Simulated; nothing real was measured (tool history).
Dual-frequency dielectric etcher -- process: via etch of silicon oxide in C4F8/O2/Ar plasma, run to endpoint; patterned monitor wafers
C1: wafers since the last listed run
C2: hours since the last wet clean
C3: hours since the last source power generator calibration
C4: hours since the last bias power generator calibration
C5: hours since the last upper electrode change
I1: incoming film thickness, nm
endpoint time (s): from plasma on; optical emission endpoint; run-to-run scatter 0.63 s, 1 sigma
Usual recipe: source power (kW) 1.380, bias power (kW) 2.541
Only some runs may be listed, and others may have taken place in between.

run 1 hour=0.0 | source_power_(kW)=1.150 bias_power_(kW)=2.541 | C1=0 C2=200.5 C3=2892.4 C4=3771.4 C5=3895.8 | I1=788.6 | endpoint_time_(s)=182.3
run 2 hour=24.2 | source_power_(kW)=1.150 bias_power_(kW)=2.541 | C1=192 C2=224.7 C3=2916.6 C4=3795.6 C5=3920.0 | I1=778.1 | endpoint_time_(s)=178.7
run 3 hour=53.9 | source_power_(kW)=1.380 bias_power_(kW)=2.541 | C1=236 C2=254.4 C3=2946.3 C4=3825.3 C5=3949.7 | I1=776.2 | endpoint_time_(s)=166.5
run 4 hour=79.3 | source_power_(kW)=1.380 bias_power_(kW)=2.541 | C1=202 C2=279.8 C3=2971.7 C4=3850.7 C5=3975.1 | I1=783.1 | endpoint_time_(s)=166.1
run 5 hour=93.3 | source_power_(kW)=1.380 bias_power_(kW)=2.541 | C1=111 C2=293.8 C3=2985.7 C4=3864.7 C5=3989.1 | I1=787.3 | endpoint_time_(s)=167.5
run 6 hour=108.7 | source_power_(kW)=1.380 bias_power_(kW)=2.541 | C1=122 C2=309.2 C3=3001.1 C4=3880.1 C5=4004.5 | I1=782.3 | endpoint_time_(s)=165.4
run 7 hour=136.4 | source_power_(kW)=1.380 bias_power_(kW)=2.541 | C1=220 C2=336.9 C3=3028.8 C4=3907.8 C5=4032.2 | I1=775.3 | endpoint_time_(s)=163.7
run 8 hour=157.7 | source_power_(kW)=1.380 bias_power_(kW)=2.907 | C1=169 C2=358.2 C3=3050.1 C4=3929.1 C5=4053.5 | I1=775.1 | endpoint_time_(s)=154.3
run 9 hour=190.1 | source_power_(kW)=1.380 bias_power_(kW)=2.541 | C1=258 C2=390.6 C3=3082.5 C4=3961.5 C5=4085.9 | I1=775.1 | endpoint_time_(s)=162.9
-- hour=207.6 source power generator calibrated
-- hour=220.0 wet clean of the chamber
run 10 hour=220.5 | source_power_(kW)=1.380 bias_power_(kW)=2.541 | C1=111 C2=0.5 C3=12.9 C4=3991.9 C5=4116.3 | I1=771.8 | endpoint_time_(s)=168.9
run 11 hour=226.9 | source_power_(kW)=1.210 bias_power_(kW)=2.807 | C1=50 C2=6.9 C3=19.3 C4=3998.3 C5=4122.7 | I1=778.8 | endpoint_time_(s)=171.9
run 12 hour=243.1 | source_power_(kW)=1.480 bias_power_(kW)=3.101 | C1=129 C2=23.1 C3=35.5 C4=4014.5 C5=4138.9 | I1=777.1 | endpoint_time_(s)=152.4
-- hour=280.7 upper electrode replaced
-- hour=281.6 bias power generator calibrated
run 13 hour=282.1 | source_power_(kW)=1.380 bias_power_(kW)=3.042 | C1=112 C2=62.1 C3=74.5 C4=0.5 C5=1.4 | I1=769.6 | endpoint_time_(s)=155.8
run 14 hour=296.9 | source_power_(kW)=1.070 bias_power_(kW)=2.287 | C1=117 C2=76.9 C3=89.3 C4=15.3 C5=16.2 | I1=785.0 | endpoint_time_(s)=197.5
run 15 hour=331.8 | source_power_(kW)=1.570 bias_power_(kW)=2.541 | C1=278 C2=111.8 C3=124.2 C4=50.2 C5=51.1 | I1=782.3 | endpoint_time_(s)=160.5
run 16 hour=355.2 | source_power_(kW)=1.630 bias_power_(kW)=2.357 | C1=186 C2=135.2 C3=147.6 C4=73.6 C5=74.5 | I1=775.5 | endpoint_time_(s)=160.8

Here are 3 independent what-if runs from the current tool condition. What would each one return?
run A hour=355.7 | source_power_(kW)=1.380 bias_power_(kW)=2.541 | C1=3 C2=135.7 C3=148.1 C4=74.1 C5=75.0 | I1=780.7 | endpoint_time_(s)=?
run B hour=355.7 | source_power_(kW)=1.380 bias_power_(kW)=1.971 | C1=3 C2=135.7 C3=148.1 C4=74.1 C5=75.0 | I1=780.7 | endpoint_time_(s)=?
run C hour=355.7 | source_power_(kW)=1.190 bias_power_(kW)=2.316 | C1=3 C2=135.7 C3=148.1 C4=74.1 C5=75.0 | I1=780.7 | endpoint_time_(s)=?

run=A endpoint_time_(s)=166.6
run=B endpoint_time_(s)=184.8
run=C endpoint_time_(s)=184.1
Take away the tool's hidden state, keep each run's random variation, and the runs would have read:
run=A endpoint_time_(s)=169.6
run=B endpoint_time_(s)=188.1
run=C endpoint_time_(s)=187.4

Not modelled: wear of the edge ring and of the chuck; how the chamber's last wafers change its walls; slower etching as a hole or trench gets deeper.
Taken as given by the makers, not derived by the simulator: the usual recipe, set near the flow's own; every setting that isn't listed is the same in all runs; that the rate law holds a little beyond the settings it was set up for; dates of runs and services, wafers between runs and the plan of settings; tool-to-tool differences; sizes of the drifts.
